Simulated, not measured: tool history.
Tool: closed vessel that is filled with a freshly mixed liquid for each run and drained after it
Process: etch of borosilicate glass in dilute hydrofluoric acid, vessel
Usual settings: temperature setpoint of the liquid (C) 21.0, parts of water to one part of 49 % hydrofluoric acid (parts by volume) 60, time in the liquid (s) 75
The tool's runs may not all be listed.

run,hour,temperature setpoint of the liquid (C),parts of water to one part of 49 % hydrofluoric acid (parts by volume),time in the liquid (s),wafers since the last listed run,hours since the thermometer was replaced,hours since the hydrofluoric acid flow meter was replaced,hours since the gauge calibration,"read-back film thickness of the borosilicate glass reference wafer, read on the same gauge (nm)",thickness taken off the borosilicate glass on a monitor wafer (angstrom)
1,0.0,21.0,60,75,0,2375.7,1046.5,57.6,130.01,274.6
2,9.6,21.0,60,75,818,2385.3,1056.1,67.2,129.98,271.9
3,22.1,21.0,60,75,1065,2397.8,1068.6,79.7,130.00,274.2
4,35.1,22.0,35,75,1107,2410.8,1081.6,92.7,130.05,504.2
5,52.9,22.0,35,75,1516,2428.6,1099.4,110.5,130.01,507.9
6,61.2,22.0,35,75,707,2436.9,1107.7,118.8,129.96,508.5
7,69.9,21.0,60,75,741,2445.6,1116.4,127.5,130.01,270.8
8,83.2,21.0,60,75,1133,2458.9,1129.7,140.8,129.99,272.9
# hour 87.9: thermometer replaced
9,92.4,21.0,60,75,698,4.5,1138.9,150.0,130.00,271.4
10,108.4,21.0,40,100,1363,20.5,1154.9,166.0,129.97,557.1
11,115.8,17.0,70,75,630,27.9,1162.3,173.4,130.01,194.1
12,128.0,17.0,35,50,1039,40.1,1174.5,185.6,129.96,270.8
13,139.4,19.5,60,75,971,51.5,1185.9,197.0,130.03,253.3
14,150.2,25.5,75,50,920,62.3,1196.7,207.8,130.01,168.8
15,156.5,21.0,60,75,536,68.6,1203.0,214.1,130.00,269.3

Forecast run 16:
# hour 170.5: gauge calibrated
16,172.9,25.5,85,40,1397,85.0,1219.4,2.4,?,?

Run 16 gave read-back film thickness of the borosilicate glass reference wafer, read on the same gauge (nm) 129.99, thickness taken off the borosilicate glass on a monitor wafer (angstrom) 116.9.
Without the tool's hidden state the same run would have given thickness taken off the borosilicate glass on a monitor wafer (angstrom) 136.5.

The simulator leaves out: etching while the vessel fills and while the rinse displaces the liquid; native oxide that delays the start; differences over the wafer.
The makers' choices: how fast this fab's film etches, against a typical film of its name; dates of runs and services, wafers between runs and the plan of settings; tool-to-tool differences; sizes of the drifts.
